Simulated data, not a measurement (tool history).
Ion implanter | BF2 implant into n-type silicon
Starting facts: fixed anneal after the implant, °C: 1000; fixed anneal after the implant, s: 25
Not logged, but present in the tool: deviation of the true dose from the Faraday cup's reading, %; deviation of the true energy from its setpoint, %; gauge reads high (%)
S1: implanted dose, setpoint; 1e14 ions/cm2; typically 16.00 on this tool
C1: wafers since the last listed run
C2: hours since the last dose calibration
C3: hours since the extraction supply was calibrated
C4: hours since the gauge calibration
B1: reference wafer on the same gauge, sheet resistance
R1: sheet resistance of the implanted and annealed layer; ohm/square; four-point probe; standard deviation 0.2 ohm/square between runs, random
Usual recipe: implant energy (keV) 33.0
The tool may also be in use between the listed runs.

{"run": 1, "day": 0.0, "S1": 19.25, "implant energy (keV)": 39.0, "C1": 0, "C2": 1982.3, "C3": 2178.6, "C4": 138.7, "B1": 156.0, "R1": 118.65}
{"run": 2, "day": 0.854, "S1": 19.25, "implant energy (keV)": 39.0, "C1": 587, "C2": 2002.8, "C3": 2199.1, "C4": 159.2, "B1": 155.93, "R1": 118.52}
{"run": 3, "day": 1.604, "S1": 19.25, "implant energy (keV)": 39.0, "C1": 515, "C2": 2020.8, "C3": 2217.1, "C4": 177.2, "B1": 155.83, "R1": 118.16}
{"run": 4, "day": 2.65, "S1": 16.0, "implant energy (keV)": 35.5, "C1": 718, "C2": 2045.9, "C3": 2242.2, "C4": 202.3, "B1": 155.73, "R1": 127.51}
{"run": 5, "day": 3.229, "S1": 16.0, "implant energy (keV)": 35.5, "C1": 398, "C2": 2059.8, "C3": 2256.1, "C4": 216.2, "B1": 155.75, "R1": 127.41}
{"run": 6, "day": 3.867, "S1": 16.0, "implant energy (keV)": 35.5, "C1": 438, "C2": 2075.1, "C3": 2271.4, "C4": 231.5, "B1": 155.65, "R1": 127.26}
{"day": 4.742, "done": "Faraday cup replaced and dose calibrated"}
{"run": 7, "day": 5.121, "S1": 16.0, "implant energy (keV)": 33.0, "C1": 632, "C2": 9.1, "C3": 2301.5, "C4": 261.6, "B1": 155.62, "R1": 131.63}
{"run": 8, "day": 5.758, "S1": 16.0, "implant energy (keV)": 33.0, "C1": 438, "C2": 24.4, "C3": 2316.8, "C4": 276.9, "B1": 155.63, "R1": 131.6}
{"run": 9, "day": 6.538, "S1": 18.25, "implant energy (keV)": 39.5, "C1": 535, "C2": 43.1, "C3": 2335.5, "C4": 295.6, "B1": 155.6, "R1": 118.14}
{"run": 10, "day": 7.592, "S1": 18.24, "implant energy (keV)": 37.0, "C1": 724, "C2": 68.4, "C3": 2360.8, "C4": 320.9, "B1": 155.55, "R1": 122.14}

What will run 11 give?
{"day": 7.925, "done": "gauge calibrated"}
{"day": 8.125, "done": "extraction supply calibrated"}
{"run": 11, "day": 8.933, "S1": 16.0, "implant energy (keV)": 33.0, "C1": 692, "C2": 100.6, "C3": 19.4, "C4": 24.2, "B1": "?", "R1": "?"}

B1: 156.69
R1: 132.79 ohm/square
Were there no unlogged condition in the tool, this run, its random variation unchanged, would have produced R1 133.01 ohm/square.
